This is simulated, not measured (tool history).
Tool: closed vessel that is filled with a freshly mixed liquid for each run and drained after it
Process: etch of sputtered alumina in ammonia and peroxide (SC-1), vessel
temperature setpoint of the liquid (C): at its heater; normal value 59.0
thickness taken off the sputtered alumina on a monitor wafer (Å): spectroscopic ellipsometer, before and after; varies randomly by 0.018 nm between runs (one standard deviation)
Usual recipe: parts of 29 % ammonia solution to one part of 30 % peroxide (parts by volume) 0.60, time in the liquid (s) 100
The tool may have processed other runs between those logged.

| run | hour | temperature setpoint of the liquid (C) | parts of 29 % ammonia solution to one part of 30 % peroxide (parts by volume) | time in the liquid (s) | read-back film thickness of the sputtered alumina reference wafer, read on the same gauge (nm) | thickness taken off the sputtered alumina on a monitor wafer (Å) |
|---|---|---|---|---|---|---|
| 1 | 0.0 | 59.0 | 0.60 | 100 | 99.98 | 52.5 |
| 2 | 32.4 | 59.0 | 0.60 | 100 | 100.00 | 52.3 |
| 3 | 49.5 | 59.0 | 0.60 | 100 | 100.00 | 52.5 |
| 4 | 73.2 | 59.0 | 0.60 | 100 | 99.99 | 52.0 |
| 5 | 96.4 | 59.0 | 0.60 | 100 | 99.98 | 52.2 |
| 6 | 115.8 | 59.0 | 0.60 | 100 | 100.01 | 52.3 |
| 7 | 141.1 | 54.5 | 0.60 | 100 | 100.00 | 40.9 |
| 8 | 167.2 | 54.5 | 0.60 | 100 | 99.99 | 40.8 |
| 9 | 185.8 | 64.5 | 0.60 | 100 | 100.03 | 68.6 |
| 10 | 209.9 | 64.5 | 0.60 | 100 | 99.99 | 68.6 |
|  | 212.2 | ammonia flow meter replaced |
|  | 225.6 | thermometer replaced |
| 11 | 229.3 | 59.0 | 0.60 | 100 | 100.00 | 54.9 |
| 12 | 256.2 | 59.0 | 0.60 | 100 | 99.97 | 54.9 |
| 13 | 274.3 | 59.0 | 0.60 | 100 | 100.02 | 54.8 |
|  | 298.4 | gauge calibrated |
| 14 | 308.1 | 59.0 | 0.85 | 100 | 100.01 | 56.8 |
| 15 | 384.0 | 59.0 | 0.60 | 120 | 99.99 | 65.3 |
| 16 | 397.3 | 59.0 | 0.60 | 100 | 99.99 | 54.3 |
| 17 | 411.8 | 59.0 | 0.90 | 100 | 100.02 | 56.1 |
| 18 | 443.6 | 59.0 | 0.60 | 125 | 100.01 | 67.5 |
| 19 | 465.8 | 59.0 | 0.50 | 75 | 99.99 | 39.9 |
|  | 491.9 | new drum of ammonia solution connected |
| 20 | 493.4 | 59.0 | 0.60 | 100 | 99.98 | 54.9 |
| 21 | 515.6 | 59.0 | 0.60 | 100 | 100.01 | 54.7 |
| 22 | 540.3 | 52.5 | 0.30 | 75 | 100.03 | 27.0 |
| 23 | 557.5 | 59.0 | 0.45 | 140 | 99.99 | 74.6 |
| 24 | 576.4 | 55.5 | 0.75 | 135 | 100.01 | 61.9 |
| 25 | 604.2 | 59.0 | 0.35 | 100 | 100.00 | 51.6 |
| 26 | 619.7 | 62.0 | 0.85 | 55 | 100.00 | 35.8 |
| 27 | 631.8 | 67.5 | 0.80 | 125 | 99.97 | 107.2 |
| 28 | 652.4 | 50.0 | 0.80 | 65 | 100.00 | 22.1 |
| 29 | 678.7 | 59.0 | 0.60 | 50 | 100.01 | 27.1 |

Alternative continuations, all from the tool just after run 29; predict every row:
| A | 679.4 | 64.0 | 0.60 | 100 | ? | ? |
| B | 679.4 | 52.0 | 0.60 | 100 | ? | ? |
| C | 679.4 | 59.0 | 0.85 | 75 | ? | ? |

| run | read-back film thickness of the sputtered alumina reference wafer, read on the same gauge (nm) | thickness taken off the sputtered alumina on a monitor wafer (Å) |
|---|---|---|
| A | 100.00 | 69.4 |
| B | 100.00 | 37.1 |
| C | 100.00 | 41.7 |
Had the tool no hidden state, the same runs would have come out as:
| run | thickness taken off the sputtered alumina on a monitor wafer (Å) |
|---|---|
| A | 71.9 |
| B | 38.5 |
| C | 43.2 |

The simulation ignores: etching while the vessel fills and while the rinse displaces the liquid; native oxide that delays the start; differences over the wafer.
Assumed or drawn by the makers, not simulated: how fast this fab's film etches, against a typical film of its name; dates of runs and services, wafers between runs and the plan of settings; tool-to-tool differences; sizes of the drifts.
